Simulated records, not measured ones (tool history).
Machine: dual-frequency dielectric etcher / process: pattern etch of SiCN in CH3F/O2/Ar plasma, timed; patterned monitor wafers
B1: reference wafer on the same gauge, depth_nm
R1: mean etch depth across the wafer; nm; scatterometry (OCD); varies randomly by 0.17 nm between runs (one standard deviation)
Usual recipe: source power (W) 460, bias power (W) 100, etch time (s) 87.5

{"run": 1, "hour": 0.0, "source power (W)": 520, "bias power (W)": 100, "etch time (s)": 87.5, "B1": 33.9, "R1": 41.57}
{"run": 2, "hour": 12.8, "source power (W)": 520, "bias power (W)": 100, "etch time (s)": 87.5, "B1": 33.93, "R1": 41.55}
{"run": 3, "hour": 34.5, "source power (W)": 520, "bias power (W)": 100, "etch time (s)": 87.5, "B1": 33.9, "R1": 41.21}
{"run": 4, "hour": 66.0, "source power (W)": 460, "bias power (W)": 93, "etch time (s)": 87.5, "B1": 33.91, "R1": 37.97}
{"run": 5, "hour": 92.1, "source power (W)": 460, "bias power (W)": 100, "etch time (s)": 87.5, "B1": 33.9, "R1": 39.31}
{"hour": 151.0, "done": "wet clean of the chamber"}
{"run": 6, "hour": 151.5, "source power (W)": 490, "bias power (W)": 81, "etch time (s)": 87.5, "B1": 33.89, "R1": 36.6}
{"run": 7, "hour": 175.4, "source power (W)": 460, "bias power (W)": 100, "etch time (s)": 87.5, "B1": 33.91, "R1": 40.79}
{"run": 8, "hour": 195.8, "source power (W)": 460, "bias power (W)": 100, "etch time (s)": 87.5, "B1": 33.91, "R1": 40.85}
{"run": 9, "hour": 208.2, "source power (W)": 460, "bias power (W)": 100, "etch time (s)": 87.5, "B1": 33.92, "R1": 40.48}
{"hour": 224.6, "done": "source power generator calibrated"}
{"run": 10, "hour": 293.2, "source power (W)": 460, "bias power (W)": 100, "etch time (s)": 87.5, "B1": 33.89, "R1": 40.11}
{"run": 11, "hour": 323.0, "source power (W)": 460, "bias power (W)": 100, "etch time (s)": 87.5, "B1": 33.91, "R1": 40.13}
{"run": 12, "hour": 343.0, "source power (W)": 460, "bias power (W)": 100, "etch time (s)": 87.5, "B1": 33.91, "R1": 40.42}
{"run": 13, "hour": 370.3, "source power (W)": 460, "bias power (W)": 118, "etch time (s)": 113, "B1": 33.89, "R1": 56.76}
{"hour": 388.3, "done": "gauge calibrated"}
{"hour": 395.8, "done": "upper electrode replaced"}
{"run": 14, "hour": 403.3, "source power (W)": 460, "bias power (W)": 100, "etch time (s)": 87.5, "B1": 33.93, "R1": 40.03}
{"run": 15, "hour": 423.8, "source power (W)": 460, "bias power (W)": 100, "etch time (s)": 87.5, "B1": 33.88, "R1": 39.69}
{"run": 16, "hour": 450.1, "source power (W)": 400, "bias power (W)": 81, "etch time (s)": 87.5, "B1": 33.91, "R1": 33.1}
{"hour": 477.6, "done": "wet clean of the chamber"}
{"hour": 480.1, "done": "bias power generator calibrated"}
{"run": 17, "hour": 486.0, "source power (W)": 370, "bias power (W)": 94, "etch time (s)": 87.5, "B1": 33.9, "R1": 36.36}
{"run": 18, "hour": 505.5, "source power (W)": 430, "bias power (W)": 75, "etch time (s)": 101.5, "B1": 33.9, "R1": 38.31}
{"run": 19, "hour": 526.4, "source power (W)": 460, "bias power (W)": 100, "etch time (s)": 87.5, "B1": 33.88, "R1": 40.76}
{"run": 20, "hour": 540.4, "source power (W)": 360, "bias power (W)": 110, "etch time (s)": 66, "B1": 33.88, "R1": 29.54}
{"run": 21, "hour": 577.1, "source power (W)": 460, "bias power (W)": 100, "etch time (s)": 98.5, "B1": 33.89, "R1": 45.4}
{"run": 22, "hour": 594.9, "source power (W)": 530, "bias power (W)": 114, "etch time (s)": 105.5, "B1": 33.9, "R1": 55.14}
{"run": 23, "hour": 613.0, "source power (W)": 520, "bias power (W)": 93, "etch time (s)": 71, "B1": 33.87, "R1": 32.62}
{"run": 24, "hour": 638.3, "source power (W)": 350, "bias power (W)": 120, "etch time (s)": 64, "B1": 33.92, "R1": 29.58}
{"run": 25, "hour": 664.9, "source power (W)": 400, "bias power (W)": 100, "etch time (s)": 103.5, "B1": 33.89, "R1": 45.02}
{"run": 26, "hour": 681.4, "source power (W)": 550, "bias power (W)": 111, "etch time (s)": 70.5, "B1": 33.91, "R1": 36.86}
{"run": 27, "hour": 708.1, "source power (W)": 400, "bias power (W)": 100, "etch time (s)": 63.5, "B1": 33.91, "R1": 27.3}
{"run": 28, "hour": 738.5, "source power (W)": 460, "bias power (W)": 100, "etch time (s)": 87.5, "B1": 33.9, "R1": 39.83}
{"run": 29, "hour": 762.4, "source power (W)": 340, "bias power (W)": 100, "etch time (s)": 87.5, "B1": 33.92, "R1": 35.55}

Below are 5 alternative next runs, each starting from the tool's condition after run 29. Predict each:
{"run": "A", "hour": 762.8, "source power (W)": 460, "bias power (W)": 100, "etch time (s)": 87.5, "B1": "?", "R1": "?"}
{"run": "B", "hour": 762.8, "source power (W)": 500, "bias power (W)": 100, "etch time (s)": 87.5, "B1": "?", "R1": "?"}
{"run": "C", "hour": 762.8, "source power (W)": 460, "bias power (W)": 107, "etch time (s)": 75, "B1": "?", "R1": "?"}
{"run": "D", "hour": 762.8, "source power (W)": 550, "bias power (W)": 100, "etch time (s)": 87.5, "B1": "?", "R1": "?"}
{"run": "E", "hour": 762.8, "source power (W)": 430, "bias power (W)": 113, "etch time (s)": 87.5, "B1": "?", "R1": "?"}

run=A B1=33.89 R1=39.7
run=B B1=33.89 R1=40.99
run=C B1=33.89 R1=35.42
run=D B1=33.89 R1=42.51
run=E B1=33.89 R1=41.57
With the hidden condition removed and each run's random variation left untouched, the same runs would have given:
run=A R1=40.72
run=B R1=42.05
run=C R1=36.33
run=D R1=43.61
run=E R1=42.65
